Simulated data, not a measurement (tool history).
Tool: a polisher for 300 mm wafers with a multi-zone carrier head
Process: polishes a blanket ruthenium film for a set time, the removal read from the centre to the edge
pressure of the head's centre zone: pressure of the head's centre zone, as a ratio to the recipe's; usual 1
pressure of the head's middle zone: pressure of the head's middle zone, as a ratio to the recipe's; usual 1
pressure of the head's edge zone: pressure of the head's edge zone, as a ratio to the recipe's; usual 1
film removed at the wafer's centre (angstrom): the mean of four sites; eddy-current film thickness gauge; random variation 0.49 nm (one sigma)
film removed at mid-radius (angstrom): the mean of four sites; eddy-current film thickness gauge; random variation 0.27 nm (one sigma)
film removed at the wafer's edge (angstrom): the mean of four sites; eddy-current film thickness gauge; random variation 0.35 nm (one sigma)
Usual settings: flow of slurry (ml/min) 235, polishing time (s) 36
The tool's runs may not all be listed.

run	hour	flow of slurry (ml/min)	pressure of the head's centre zone	pressure of the head's middle zone	pressure of the head's edge zone	polishing time (s)	incoming thickness of the incoming film, nm	film removed at the wafer's centre (angstrom)	film removed at mid-radius (angstrom)	film removed at the wafer's edge (angstrom)
1	0	190	1	1	1	36	344.5	415	387	421
# hour 60.2: worn pad replaced by a new one
# hour 66.6: slurry nozzle cleaned
2	86.2	190	1	1	1	36	348.3	416	385	419
3	169.4	180	1	1	1	36	345.2	425	382	418
4	222.6	180	1	1	1	36	345.2	424	389	416
# hour 233.9: edge zone pressure recalibrated
5	278.8	235	1	1	1	36	349.7	431	400	426
6	338.5	235	1	1	1	36	343	432	396	424
# hour 345.3: worn pad replaced by a new one
7	382.2	235	1	1	1	36	349.9	427	398	427
# hour 430.1: slurry nozzle cleaned
# hour 468.8: centre zone pressure recalibrated
8	469.3	235	1	1	1	36	350	427	399	419
9	505.4	235	1	1	1	36	347	433	405	426
10	548.3	235	1	1	1	36	357.4	429	398	423
11	599.8	180	1	1	1	41	348.5	474	440	471
# hour 620.3: worn pad replaced by a new one
12	649.8	235	1	0.9	1	36	344.7	426	363	426
13	702.7	235	0.9	1	1	36	353.9	395	402	423
14	810.4	305	1.05	1	1	29	350.2	377	333	352
# hour 812.8: slurry nozzle cleaned
15	849.6	235	1	1	1	36	353.3	423	402	428
# hour 928.7: carrier head's membrane replaced by a new one
# hour 964.7: worn pad replaced by a new one
# hour 1066.7: edge zone pressure recalibrated
16	1099.2	235	1	1	1	36	348.3	437	395	434
# hour 1170.2: slurry nozzle cleaned
17	1182.4	235	0.92	1	1	36	348.6	399	398	425
18	1242.9	235	1.05	1	1	31	356.3	390	346	368
# hour 1265.5: worn pad replaced by a new one
19	1342.6	235	1	1	1	36	349.9	432	394	427
20	1417	210	1	1	1	36	351.2	428	394	420
21	1513.8	255	1	1.05	1	27	349.1	322	313	321

Forecast each of these 5 alternatives for the next run:
A	1514.2	235	1	1	1	36	354.2	?	?	?
B	1514.2	235	1	1.05	1	36	354.2	?	?	?
C	1514.2	165	1.09	0.97	1.08	36	354.2	?	?	?
D	1514.2	235	1	1.11	0.88	36	354.2	?	?	?
E	1514.2	195	1	0.92	1	30	354.2	?	?	?

run	film removed at the wafer's centre (angstrom)	film removed at mid-radius (angstrom)	film removed at the wafer's edge (angstrom)
A	438	398	428
B	438	415	428
C	456	372	431
D	438	435	402
E	356	303	352
Without the tool's hidden state the same runs would have given:
run	film removed at the wafer's centre (angstrom)	film removed at mid-radius (angstrom)	film removed at the wafer's edge (angstrom)
A	438	398	428
B	438	415	428
C	456	372	431
D	438	435	402
E	356	303	352
